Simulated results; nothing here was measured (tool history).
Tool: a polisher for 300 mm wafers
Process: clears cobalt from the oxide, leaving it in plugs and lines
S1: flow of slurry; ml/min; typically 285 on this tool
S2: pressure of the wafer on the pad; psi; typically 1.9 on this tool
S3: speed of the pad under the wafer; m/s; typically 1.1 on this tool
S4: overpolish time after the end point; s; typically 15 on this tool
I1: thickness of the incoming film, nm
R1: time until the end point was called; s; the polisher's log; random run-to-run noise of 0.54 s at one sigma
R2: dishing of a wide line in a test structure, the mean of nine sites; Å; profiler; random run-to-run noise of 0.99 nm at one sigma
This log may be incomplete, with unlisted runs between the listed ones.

run	hour	S1	S2	S3	S4	I1	R1	R2
1	0	285	1.9	1.1	15	364	58.9	544
# hour 9.7: slurry nozzle cleaned
2	71.3	285	1.9	1.1	15	358	60	518
3	126	285	1.9	1.1	15	360.1	60.1	507
# hour 149.4: head pressure recalibrated
4	200.8	285	1.9	1.1	15	353.3	60	512
5	252.9	225	1.9	1.1	15	359.8	63.2	501
# hour 263.7: worn pad replaced by a new one
6	349.6	225	1.9	1.1	15	368.2	61	525
7	419.7	245	2.3	1.1	15	358.6	50	578
8	483.6	245	2.3	1.1	15	361.2	50.5	564
# hour 539.9: head pressure recalibrated
9	585.5	245	2.3	1.1	15	356.7	51.6	546
# hour 639.4: worn pad replaced by a new one
10	655.2	255	1.9	1.1	15	362.4	58.9	542
11	706	255	1.9	1.1	15	359.6	59.1	512
12	763.9	255	1.9	1.1	15	353.4	58.6	523
13	834.5	285	1.9	1.1	15	355.4	58.5	507
# hour 874.9: slurry nozzle cleaned
14	883.7	360	2.1	1.1	15	358.7	53.1	559
15	922.4	285	1.9	1.1	15	360.4	61.3	540
# hour 950.3: head pressure recalibrated
# hour 964.1: worn pad replaced by a new one
16	964.6	285	2.3	1.48	23	360.9	36.6	689
17	1029.3	320	1.5	1.38	19	364.2	61.2	573
18	1076.2	285	1.9	1.1	15	361.1	59.2	512
19	1153.6	285	1.9	1.24	21	365.9	55.4	631
20	1257	355	1.3	1.1	10	354.3	86.5	310
# hour 1285.5: worn pad replaced by a new one, of another model than before
21	1293.1	285	1.5	0.82	8	359.3	79.4	289
# hour 1302.7: head pressure recalibrated
22	1398.1	285	1.9	1.1	15	362.3	60.1	513
23	1460.9	340	1.3	0.82	19	358.5	86.6	486
24	1530.9	220	2.2	1.1	19	359.2	55.6	601
25	1597.7	195	2.4	1.46	9	361.3	45.3	456
# hour 1677.4: worn pad replaced by a new one
# hour 1681.5: head pressure recalibrated
26	1694.5	285	1.9	1.1	15	358.9	57.3	530
# hour 1712.1: slurry nozzle cleaned
27	1824.3	345	2.3	1.1	15	357.6	50.6	555

Predict each of these 4 candidate next runs independently; none follows another, all start after run 27:
A	1824.7	285	1.9	1.1	15	356.8	?	?
B	1824.7	335	1.5	0.78	6	356.8	?	?
C	1824.7	285	1.6	1.1	18	356.8	?	?
D	1824.7	190	1.9	1.1	15	356.8	?	?

run	R1	R2
A	59.3	532
B	81.1	228
C	66.1	552
D	60.5	527
Take away the tool's hidden state, keep each run's random variation, and the runs would have read:
run	R1	R2
A	57.6	540
B	78.8	233
C	64.3	560
D	58.8	534

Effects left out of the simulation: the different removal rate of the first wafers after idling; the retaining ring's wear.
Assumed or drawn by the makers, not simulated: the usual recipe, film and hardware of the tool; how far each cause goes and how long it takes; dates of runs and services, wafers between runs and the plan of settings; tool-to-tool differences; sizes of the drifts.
